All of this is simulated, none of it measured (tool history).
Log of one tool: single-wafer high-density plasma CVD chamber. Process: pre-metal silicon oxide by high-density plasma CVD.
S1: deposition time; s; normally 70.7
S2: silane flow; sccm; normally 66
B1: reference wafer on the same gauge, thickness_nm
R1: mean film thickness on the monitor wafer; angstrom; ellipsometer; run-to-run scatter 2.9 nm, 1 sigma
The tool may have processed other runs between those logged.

{"run": 1, "hour": 0.0, "S1": 70.7, "S2": 66, "B1": 433.332, "R1": 5093.13}
{"run": 2, "hour": 47.0, "S1": 70.7, "S2": 66, "B1": 433.307, "R1": 5129.02}
{"run": 3, "hour": 117.4, "S1": 70.7, "S2": 66, "B1": 433.145, "R1": 5183.96}
{"run": 4, "hour": 179.3, "S1": 70.7, "S2": 66, "B1": 433.276, "R1": 5146.25}
{"run": 5, "hour": 238.6, "S1": 67.2, "S2": 69, "B1": 432.878, "R1": 5068.67}
{"run": 6, "hour": 267.6, "S1": 79.1, "S2": 58, "B1": 432.861, "R1": 5165.22}
{"run": 7, "hour": 313.7, "S1": 79.1, "S2": 58, "B1": 433.083, "R1": 5200.67}
{"run": 8, "hour": 360.9, "S1": 79.1, "S2": 58, "B1": 432.776, "R1": 5149.14}
{"run": 9, "hour": 388.2, "S1": 70.7, "S2": 66, "B1": 432.893, "R1": 5198.35}
{"run": 10, "hour": 419.5, "S1": 70.7, "S2": 66, "B1": 432.911, "R1": 5159.21}
{"run": 11, "hour": 489.3, "S1": 70.7, "S2": 76, "B1": 433.144, "R1": 5843.42}
{"run": 12, "hour": 514.0, "S1": 70.7, "S2": 66, "B1": 432.501, "R1": 5183.63}
{"run": 13, "hour": 567.9, "S1": 64.1, "S2": 66, "B1": 432.888, "R1": 4743.15}
{"run": 14, "hour": 616.6, "S1": 59.8, "S2": 66, "B1": 432.758, "R1": 4394.2}
{"run": 15, "hour": 677.0, "S1": 59.8, "S2": 66, "B1": 432.944, "R1": 4432.11}
{"run": 16, "hour": 706.8, "S1": 79.7, "S2": 59, "B1": 432.801, "R1": 5369.07}
{"hour": 740.1, "done": "gauge calibrated"}
{"run": 17, "hour": 740.6, "S1": 81.7, "S2": 77, "B1": 432.865, "R1": 6883.21}
{"run": 18, "hour": 807.4, "S1": 70.7, "S2": 66, "B1": 432.782, "R1": 5259.35}
{"run": 19, "hour": 866.0, "S1": 74.8, "S2": 59, "B1": 433.023, "R1": 5049.36}
{"run": 20, "hour": 891.4, "S1": 70.7, "S2": 75, "B1": 432.912, "R1": 5835.45}
{"run": 21, "hour": 954.9, "S1": 63.4, "S2": 62, "B1": 432.511, "R1": 4510.12}
{"run": 22, "hour": 997.8, "S1": 78.0, "S2": 79, "B1": 433.459, "R1": 6732.09}
{"hour": 1029.4, "done": "silane flow controller replaced"}
{"run": 23, "hour": 1043.7, "S1": 70.7, "S2": 66, "B1": 432.694, "R1": 4985.7}
{"run": 24, "hour": 1080.8, "S1": 64.6, "S2": 58, "B1": 433.164, "R1": 4119.9}
{"run": 25, "hour": 1148.7, "S1": 56.9, "S2": 77, "B1": 433.185, "R1": 4603.47}
{"run": 26, "hour": 1190.0, "S1": 70.7, "S2": 66, "B1": 433.204, "R1": 5115.19}
{"run": 27, "hour": 1245.1, "S1": 78.0, "S2": 79, "B1": 433.125, "R1": 6503.75}
{"run": 28, "hour": 1309.6, "S1": 79.1, "S2": 58, "B1": 433.031, "R1": 5074.22}
{"run": 29, "hour": 1380.5, "S1": 79.1, "S2": 58, "B1": 433.176, "R1": 5080.92}
{"run": 30, "hour": 1447.1, "S1": 76.8, "S2": 66, "B1": 433.402, "R1": 5539.6}

How would selected steps in R1 from run to run divide? Give the signed amount a tool lacking its hidden state would still show from settings, what came in and random variation, and the signed amount left for the hidden state, including any gauge scatter that is not in both of the compared results.
Hidden state at play: delivered silane flow above the setpoint (%); gauge reads high (%).
Run 16 -> 17: S1 79.7 -> 81.7, S2 59 -> 77, gauge calibrated. R1 +1514.14 angstrom: hidden state +59.02, all else +1455.12.
Run 17 -> 18: S1 81.7 -> 70.7, S2 77 -> 66. R1 -1623.86 angstrom: hidden state -50.89, all else -1572.97.
Run 21 -> 22: S1 63.4 -> 78.0, S2 62 -> 79. R1 +2221.97 angstrom: hidden state +97.81, all else +2124.16.
Run 22 -> 23: S1 78.0 -> 70.7, S2 79 -> 66, silane flow controller replaced. R1 -1746.39 angstrom: hidden state -283.95, all else -1462.44.
